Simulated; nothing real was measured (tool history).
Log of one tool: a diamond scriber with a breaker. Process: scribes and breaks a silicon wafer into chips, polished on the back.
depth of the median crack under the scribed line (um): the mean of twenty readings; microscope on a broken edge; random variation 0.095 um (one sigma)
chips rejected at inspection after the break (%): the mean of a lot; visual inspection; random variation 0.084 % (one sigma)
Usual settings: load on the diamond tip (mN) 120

run	day	load on the diamond tip (mN)	wafers since the last listed run	hours since the diamond tip was replaced	hours since the load on the tip was calibrated	incoming depth of the damage left on the back of the incoming wafer, um	depth of the median crack under the scribed line (um)	chips rejected at inspection after the break (%)
1	0.000	110	0	114.1	1244.2	0.03	7.76	1.85
2	0.862	110	71	134.8	1264.9	0.03	7.69	2.08
3	1.571	120	59	151.8	1281.9	0.02	8.04	1.36
4	2.596	120	85	176.4	1306.5	0.05	8.16	1.41
5	3.283	145	57	192.9	1323.0	0.05	8.67	3.35
6	4.508	128	102	222.3	1352.4	0.03	8.10	1.46
7	5.621	128	92	249.0	1379.1	0.02	8.15	1.46
8	6.696	132	89	274.8	1404.9	0.02	8.40	1.74
9	8.062	132	113	307.6	1437.7	0.05	8.38	1.67
10	9.329	132	105	338.0	1468.1	0.03	8.34	1.78
11	10.262	120	77	360.4	1490.5	0.02	7.88	1.50
12	11.154	120	74	381.8	1511.9	0.02	8.00	1.55
13	12.588	120	119	416.2	1546.3	0.02	7.78	1.73
14	13.442	120	71	436.7	1566.8	0.03	7.84	1.88
15	14.354	120	76	458.6	1588.7	0.02	7.88	1.73
16	15.254	89	74	480.2	1610.3	0.04	6.96	8.80
17	16.725	104	122	515.5	1645.6	0.03	7.36	4.88
18	17.625	131	74	537.1	1667.2	0.01	8.08	1.47
19	18.200	139	47	550.9	1681.0	0.05	8.24	1.49
20	19.533	120	111	582.9	1713.0	0.01	7.63	2.41
# day 20.296: load on the tip recalibrated
21	23.758	150	345	684.3	83.1	0.02	8.30	1.52
# day 24.617: diamond tip replaced by a new one
22	25.096	120	104	11.5	115.2	0.04	8.07	1.41
23	26.554	98	121	46.5	150.2	0.03	7.52	4.19
24	28.296	120	145	88.3	192.0	0.04	8.12	1.35

Forecast run 25:
25	29.421	143	93	115.3	219.0	0.03	?	?

depth of the median crack under the scribed line (um): 8.79
chips rejected at inspection after the break (%): 2.92
Without the tool's hidden state the same run would have given depth of the median crack under the scribed line (um) 8.85, chips rejected at inspection after the break (%) 3.28.

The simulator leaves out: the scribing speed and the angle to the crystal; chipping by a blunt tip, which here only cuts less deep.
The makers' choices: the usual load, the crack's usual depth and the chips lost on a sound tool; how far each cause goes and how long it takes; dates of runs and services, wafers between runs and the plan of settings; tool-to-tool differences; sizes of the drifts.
